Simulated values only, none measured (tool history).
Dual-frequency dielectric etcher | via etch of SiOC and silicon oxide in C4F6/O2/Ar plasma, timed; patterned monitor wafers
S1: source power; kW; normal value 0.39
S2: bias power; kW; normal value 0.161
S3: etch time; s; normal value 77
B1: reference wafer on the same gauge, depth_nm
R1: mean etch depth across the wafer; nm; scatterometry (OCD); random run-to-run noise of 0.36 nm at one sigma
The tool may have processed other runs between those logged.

{"run": 1, "hour": 0.0, "S1": 0.39, "S2": 0.161, "S3": 77, "B1": 88.8, "R1": 83.1}
{"run": 2, "hour": 82.9, "S1": 0.39, "S2": 0.161, "S3": 77, "B1": 88.8, "R1": 83.2}
{"run": 3, "hour": 96.7, "S1": 0.39, "S2": 0.161, "S3": 77, "B1": 88.8, "R1": 82.3}
{"hour": 176.6, "done": "source power generator calibrated"}
{"run": 4, "hour": 193.2, "S1": 0.39, "S2": 0.161, "S3": 95, "B1": 88.7, "R1": 101.5}
{"run": 5, "hour": 227.7, "S1": 0.39, "S2": 0.161, "S3": 95, "B1": 88.8, "R1": 100.9}
{"run": 6, "hour": 259.6, "S1": 0.39, "S2": 0.161, "S3": 88.5, "B1": 88.8, "R1": 94.8}
{"hour": 305.9, "done": "upper electrode replaced, of another model than before"}
{"run": 7, "hour": 306.4, "S1": 0.39, "S2": 0.161, "S3": 77, "B1": 88.8, "R1": 81.9}
{"run": 8, "hour": 306.7, "S1": 0.45, "S2": 0.132, "S3": 77, "B1": 88.8, "R1": 79.9}
{"run": 9, "hour": 320.1, "S1": 0.43, "S2": 0.197, "S3": 87, "B1": 88.8, "R1": 100.4}
{"hour": 337.5, "done": "gauge calibrated"}
{"run": 10, "hour": 344.6, "S1": 0.39, "S2": 0.147, "S3": 77, "B1": 88.7, "R1": 78.7}
{"hour": 378.5, "done": "wet clean of the chamber"}
{"hour": 379.6, "done": "bias power generator calibrated"}
{"run": 11, "hour": 380.1, "S1": 0.36, "S2": 0.171, "S3": 77, "B1": 88.8, "R1": 83}
{"run": 12, "hour": 380.6, "S1": 0.39, "S2": 0.161, "S3": 77, "B1": 88.8, "R1": 84.1}
{"run": 13, "hour": 396.5, "S1": 0.36, "S2": 0.161, "S3": 88.5, "B1": 88.7, "R1": 93.1}
{"run": 14, "hour": 503.7, "S1": 0.46, "S2": 0.161, "S3": 77, "B1": 88.8, "R1": 87}

Branching from run 14: 3 alternative next runs. What would each branch give?
{"run": "A", "hour": 504.1, "S1": 0.39, "S2": 0.161, "S3": 77, "B1": "?", "R1": "?"}
{"run": "B", "hour": 504.1, "S1": 0.44, "S2": 0.161, "S3": 87, "B1": "?", "R1": "?"}
{"run": "C", "hour": 504.1, "S1": 0.39, "S2": 0.14, "S3": 66, "B1": "?", "R1": "?"}

run=A B1=88.8 R1=83
run=B B1=88.8 R1=97.3
run=C B1=88.8 R1=68.2
What these runs would have given with no unlogged condition in the tool:
run=A R1=83.8
run=B R1=98.2
run=C R1=68.8
